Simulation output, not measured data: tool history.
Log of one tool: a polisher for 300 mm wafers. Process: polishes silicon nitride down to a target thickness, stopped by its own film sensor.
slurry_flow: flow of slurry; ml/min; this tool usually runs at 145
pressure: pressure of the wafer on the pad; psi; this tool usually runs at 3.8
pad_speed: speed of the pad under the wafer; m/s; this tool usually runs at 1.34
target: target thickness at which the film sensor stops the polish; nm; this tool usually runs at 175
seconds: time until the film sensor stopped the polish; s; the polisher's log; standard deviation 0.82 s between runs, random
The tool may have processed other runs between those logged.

run   hour  slurry_flow  pressure  pad_speed  target  incoming thickness of the incoming film, nm  seconds
  1    0.0          145       3.8       1.64     175                                        294.5     38.3
  2    7.7          145       3.8       1.64     175                                        291.4     36.4
  3   30.4          145       3.8       1.64     175                                        288.4     37.9
  4   40.4          145       3.8       1.34     175                                        289.9     45.8
  5   51.7          145       3.8       1.34     175                                        293.2     44.7
  6   59.4          145       3.8       1.34     175                                        290.3     43.9
  7   72.6          145       3.8       1.34     175                                        288.0     44.0
  8   86.9          145       3.8       1.46     175                                        288.7     42.2
  9  103.1          145       3.8       1.46     175                                        286.7     42.6
 10  116.8          145       3.8       1.34     175                                        285.6     45.9
     135.2  -- head pressure recalibrated
     135.3  -- worn pad replaced by a new one
 11  135.8          145       3.8       1.34     175                                        290.4     44.5
 12  149.3          145       3.8       1.34     175                                        286.7     41.9
 13  165.5          145       3.8       1.34     175                                        289.2     43.2
 14  183.3          170       3.0       1.60     211                                        295.0     36.0
 15  196.9          145       3.8       1.34     175                                        289.0     43.9
 16  208.2          145       3.8       1.20     175                                        290.8     49.8
 17  219.9          145       3.8       1.56     202                                        283.9     28.5
 18  227.7          145       3.4       1.00     158                                        284.5     69.4
     232.8  -- slurry nozzle cleaned
 19  241.6          160       4.4       1.70     205                                        287.4     23.4
 20  249.7          145       4.6       1.34     175                                        293.4     39.9
 21  266.0          130       3.8       1.34     204                                        291.6     37.3
     270.4  -- worn pad replaced by a new one
 22  282.9          145       3.2       1.34     175                                        296.2     54.7
 23  300.3          115       4.6       1.02     175                                        290.1     47.9
 24  313.5          100       4.2       1.02     215                                        290.9     37.1
 25  319.7          145       3.8       1.46     175                                        291.1     42.5

3 ways to go on from here, each from the tool as it stands after run 25. What would each give?
  A  320.1          145       3.8       1.16     175                                        293.7        ?
  B  320.1          125       3.3       1.78     161                                        293.7        ?
  C  320.1          165       4.2       1.14     175                                        293.7        ?

run  seconds
  A     51.8
  B     48.9
  C     46.4
What these runs would have given with no unlogged condition in the tool:
run  seconds
  A     50.1
  B     47.3
  C     44.9
